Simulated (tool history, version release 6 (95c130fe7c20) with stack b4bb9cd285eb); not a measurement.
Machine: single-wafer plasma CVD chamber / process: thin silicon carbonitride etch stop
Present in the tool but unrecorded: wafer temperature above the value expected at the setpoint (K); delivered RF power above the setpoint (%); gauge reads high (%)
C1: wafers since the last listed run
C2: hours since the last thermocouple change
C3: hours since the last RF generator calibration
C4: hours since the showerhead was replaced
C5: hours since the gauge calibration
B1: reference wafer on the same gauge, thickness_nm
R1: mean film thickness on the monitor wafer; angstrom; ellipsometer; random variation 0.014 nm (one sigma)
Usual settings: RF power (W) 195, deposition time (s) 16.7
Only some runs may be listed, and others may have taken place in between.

{"run": 1, "day": 0.0, "RF power (W)": 165, "deposition time (s)": 16.7, "C1": 0, "C2": 2396.3, "C3": 1286.3, "C4": 3897.5, "C5": 39.7, "B1": 10.333, "R1": 90.15}
{"run": 2, "day": 0.512, "RF power (W)": 165, "deposition time (s)": 16.7, "C1": 349, "C2": 2408.6, "C3": 1298.6, "C4": 3909.8, "C5": 52.0, "B1": 10.329, "R1": 90.34}
{"run": 3, "day": 1.133, "RF power (W)": 165, "deposition time (s)": 16.7, "C1": 423, "C2": 2423.5, "C3": 1313.5, "C4": 3924.7, "C5": 66.9, "B1": 10.322, "R1": 89.98}
{"run": 4, "day": 1.625, "RF power (W)": 195, "deposition time (s)": 16.7, "C1": 335, "C2": 2435.3, "C3": 1325.3, "C4": 3936.5, "C5": 78.7, "B1": 10.313, "R1": 93.2}
{"run": 5, "day": 2.308, "RF power (W)": 195, "deposition time (s)": 16.7, "C1": 466, "C2": 2451.7, "C3": 1341.7, "C4": 3952.9, "C5": 95.1, "B1": 10.31, "R1": 93.1}
{"run": 6, "day": 2.617, "RF power (W)": 195, "deposition time (s)": 16.7, "C1": 210, "C2": 2459.1, "C3": 1349.1, "C4": 3960.3, "C5": 102.5, "B1": 10.312, "R1": 93.22}
{"run": 7, "day": 4.062, "RF power (W)": 195, "deposition time (s)": 16.7, "C1": 986, "C2": 2493.8, "C3": 1383.8, "C4": 3995.0, "C5": 137.2, "B1": 10.3, "R1": 93.01}
{"run": 8, "day": 4.438, "RF power (W)": 195, "deposition time (s)": 17.8, "C1": 255, "C2": 2502.8, "C3": 1392.8, "C4": 4004.0, "C5": 146.2, "B1": 10.301, "R1": 99.28}
{"run": 9, "day": 5.25, "RF power (W)": 195, "deposition time (s)": 17.8, "C1": 554, "C2": 2522.3, "C3": 1412.3, "C4": 4023.5, "C5": 165.7, "B1": 10.297, "R1": 99.22}
{"day": 5.833, "done": "gauge calibrated"}
{"day": 7.421, "done": "RF generator calibrated"}
{"run": 10, "day": 7.442, "RF power (W)": 195, "deposition time (s)": 17.8, "C1": 1267, "C2": 2574.9, "C3": 0.5, "C4": 4076.1, "C5": 38.6, "B1": 10.336, "R1": 99.58}
{"run": 11, "day": 8.1, "RF power (W)": 195, "deposition time (s)": 18.5, "C1": 448, "C2": 2590.7, "C3": 16.3, "C4": 4091.9, "C5": 54.4, "B1": 10.334, "R1": 103.47}
{"run": 12, "day": 8.504, "RF power (W)": 220, "deposition time (s)": 14.2, "C1": 275, "C2": 2600.4, "C3": 26.0, "C4": 4101.6, "C5": 64.1, "B1": 10.322, "R1": 81.37}
{"run": 13, "day": 9.083, "RF power (W)": 180, "deposition time (s)": 14.4, "C1": 394, "C2": 2614.3, "C3": 39.9, "C4": 4115.5, "C5": 78.0, "B1": 10.317, "R1": 79.1}
{"run": 14, "day": 9.542, "RF power (W)": 195, "deposition time (s)": 16.7, "C1": 312, "C2": 2625.3, "C3": 50.9, "C4": 4126.5, "C5": 89.0, "B1": 10.311, "R1": 93.12}
{"day": 10.175, "done": "thermocouple changed; heater temperature recalibrated"}
{"run": 15, "day": 10.196, "RF power (W)": 195, "deposition time (s)": 18.5, "C1": 218, "C2": 0.5, "C3": 66.6, "C4": 4142.2, "C5": 104.7, "B1": 10.313, "R1": 102.79}
{"day": 10.921, "done": "showerhead replaced"}
{"run": 16, "day": 11.4, "RF power (W)": 210, "deposition time (s)": 16.7, "C1": 593, "C2": 29.4, "C3": 95.5, "C4": 11.5, "C5": 133.6, "B1": 10.306, "R1": 94.52}
{"run": 17, "day": 12.067, "RF power (W)": 230, "deposition time (s)": 19.7, "C1": 454, "C2": 45.4, "C3": 111.5, "C4": 27.5, "C5": 149.6, "B1": 10.297, "R1": 113.3}
{"run": 18, "day": 12.55, "RF power (W)": 195, "deposition time (s)": 16.7, "C1": 329, "C2": 57.0, "C3": 123.1, "C4": 39.1, "C5": 161.2, "B1": 10.298, "R1": 92.91}
{"run": 19, "day": 12.912, "RF power (W)": 170, "deposition time (s)": 13.7, "C1": 247, "C2": 65.7, "C3": 131.8, "C4": 47.8, "C5": 169.9, "B1": 10.301, "R1": 74.1}
{"day": 13.242, "done": "gauge calibrated"}
{"run": 20, "day": 13.546, "RF power (W)": 230, "deposition time (s)": 17.9, "C1": 431, "C2": 80.9, "C3": 147.0, "C4": 63.0, "C5": 7.3, "B1": 10.357, "R1": 104.07}
{"run": 21, "day": 14.142, "RF power (W)": 225, "deposition time (s)": 16.7, "C1": 406, "C2": 95.2, "C3": 161.3, "C4": 77.3, "C5": 21.6, "B1": 10.344, "R1": 95.93}
{"run": 22, "day": 14.592, "RF power (W)": 195, "deposition time (s)": 14.4, "C1": 306, "C2": 106.0, "C3": 172.1, "C4": 88.1, "C5": 32.4, "B1": 10.333, "R1": 80.71}

Describe how what the log doesn't record of the tool's condition differs between the last listed run preceding each entry between runs and the first listed run following it.
In the gap between runs 9 and 10: gauge calibrated (day 5.833); RF generator calibrated (day 7.421)
  gauge reads high (%): -0.704 -> -0.314
  measured value less the no-hidden-state value, R1: -0.71 -> -0.32 angstrom
In the gap between runs 14 and 15: thermocouple changed; heater temperature recalibrated (day 10.175)
  gauge reads high (%): -0.547 -> -0.589
  measured value less the no-hidden-state value, R1: -0.51 -> -0.61 angstrom
In the gap between runs 15 and 16: showerhead replaced (day 10.921)
  gauge reads high (%): -0.589 -> -0.642
  measured value less the no-hidden-state value, R1: -0.61 -> -0.61 angstrom
In the gap between runs 19 and 20: gauge calibrated (day 13.242)
  gauge reads high (%): -0.682 -> -0.133
  measured value less the no-hidden-state value, R1: -0.51 -> -0.14 angstrom

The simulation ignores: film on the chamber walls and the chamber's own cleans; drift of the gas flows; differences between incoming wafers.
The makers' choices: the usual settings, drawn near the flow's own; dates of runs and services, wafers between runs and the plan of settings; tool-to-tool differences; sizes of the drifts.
